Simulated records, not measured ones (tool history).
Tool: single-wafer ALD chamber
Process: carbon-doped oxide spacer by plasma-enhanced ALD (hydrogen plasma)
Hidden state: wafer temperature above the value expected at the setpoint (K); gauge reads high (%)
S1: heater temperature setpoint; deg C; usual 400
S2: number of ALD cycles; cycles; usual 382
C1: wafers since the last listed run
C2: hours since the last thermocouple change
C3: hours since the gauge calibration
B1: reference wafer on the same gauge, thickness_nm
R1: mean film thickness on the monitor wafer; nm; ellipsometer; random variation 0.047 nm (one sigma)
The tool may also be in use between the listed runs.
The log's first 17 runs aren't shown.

run     day   S1   S2   C1      C2      C3      B1      R1
 18  60.238  408  321   92   137.3   462.4  18.893  15.110
 19  62.133  400  382   43   182.8   507.9  18.898  18.285
 20  64.079  400  382   45   229.5   554.6  18.884  18.289
 21  68.417  405  382  100   333.6   658.7  18.899  18.177
 22  72.817  393  344  101   439.2   764.3  18.901  16.517
 23  74.942  394  382   49   490.2   815.3  18.889  18.355
 24  77.071  394  336   49   541.3   866.4  18.903  16.057
 25  79.758  406  382   62   605.8   930.9  18.901  18.110
 26  83.933  409  455   96   706.0  1031.1  18.892  21.215
 27  86.446  408  458   58   766.3  1091.4  18.907  21.430
 28  89.533  385  382   71   840.4  1165.5  18.895  18.325
 29  93.088  400  382   82   925.7  1250.8  18.915  18.294
     96.929  -- gauge calibrated
 30  97.446  396  456  101  1030.3    12.4  18.902  21.920

4 ways to go on from here, each from the tool as it stands after run 30. What would each give?
  A  97.488  400  382   0  1031.3  13.4   ?   ?
  B  97.488  408  444   0  1031.3  13.4   ?   ?
  C  97.488  405  354   0  1031.3  13.4   ?   ?
  D  97.488  412  382   0  1031.3  13.4   ?   ?

run      B1      R1
  A  18.906  18.320
  B  18.906  20.849
  C  18.906  16.758
  D  18.906  17.744
Without the tool's hidden state the same runs would have given:
run      R1
  A  18.320
  B  20.844
  C  16.753
  D  17.740

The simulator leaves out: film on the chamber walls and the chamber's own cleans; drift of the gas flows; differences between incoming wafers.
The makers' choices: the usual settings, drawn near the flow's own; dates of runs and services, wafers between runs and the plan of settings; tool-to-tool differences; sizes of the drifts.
